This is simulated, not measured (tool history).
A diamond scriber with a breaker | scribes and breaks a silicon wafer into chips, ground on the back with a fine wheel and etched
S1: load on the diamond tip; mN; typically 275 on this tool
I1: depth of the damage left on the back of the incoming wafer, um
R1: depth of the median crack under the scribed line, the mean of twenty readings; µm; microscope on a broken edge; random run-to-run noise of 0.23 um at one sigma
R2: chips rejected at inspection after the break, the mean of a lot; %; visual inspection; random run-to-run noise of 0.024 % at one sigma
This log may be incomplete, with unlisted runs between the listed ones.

| run | hour | S1 | I1 | R1 | R2 |
|---|---|---|---|---|---|
| 1 | 0 | 275 | 0.58 | 10.95 | 1.28 |
| 2 | 164.8 | 275 | 0.64 | 10.26 | 3.87 |
|  | 206.8 | diamond tip replaced by a new one |
| 3 | 207.3 | 275 | 0.75 | 12.02 | 0.7 |
| 4 | 245.4 | 275 | 0.64 | 11.72 | 1.08 |
| 5 | 282.2 | 275 | 0.55 | 10.98 | 1.75 |
| 6 | 494.9 | 232 | 0.65 | 8.53 | 10.22 |
| 7 | 533.1 | 232 | 0.33 | 8.67 | 9.48 |
|  | 538.2 | diamond tip replaced by a new one |
| 8 | 590.3 | 275 | 0.42 | 11 | 1.38 |
| 9 | 637.2 | 275 | 0.67 | 10.59 | 2.17 |
| 10 | 677.1 | 275 | 0.67 | 9.94 | 2.9 |
| 11 | 709.4 | 275 | 0.64 | 9.91 | 3.36 |
| 12 | 734.7 | 215 | 0.69 | 8.35 | 11.56 |
| 13 | 761.3 | 327 | 0.33 | 11.31 | 1.01 |
| 14 | 819.6 | 275 | 0.63 | 9.66 | 4.27 |
|  | 861.8 | diamond tip replaced by a new one |
| 15 | 880.1 | 333 | 0.47 | 12.98 | 1.72 |
| 16 | 931.3 | 275 | 0.37 | 10.57 | 1.76 |
|  | 944.3 | load on the tip recalibrated |
| 17 | 976.3 | 275 | 0.42 | 10.23 | 2.52 |
| 18 | 1048 | 275 | 0.43 | 9.89 | 3.69 |
| 19 | 1108 | 236 | 0.5 | 9.14 | 8.9 |

Run 20 has not been measured yet. What should we expect?
|  | 1118.1 | diamond tip replaced by a new one |
| 20 | 1215.4 | 195 | 0.5 | ? | ? |

Run 20 came out at R1 7.88 µm, R2 16.18 %.
If the tool had no hidden condition, the same run with the same run-to-run variation would have returned R1 9.24 µm, R2 6.94 %.

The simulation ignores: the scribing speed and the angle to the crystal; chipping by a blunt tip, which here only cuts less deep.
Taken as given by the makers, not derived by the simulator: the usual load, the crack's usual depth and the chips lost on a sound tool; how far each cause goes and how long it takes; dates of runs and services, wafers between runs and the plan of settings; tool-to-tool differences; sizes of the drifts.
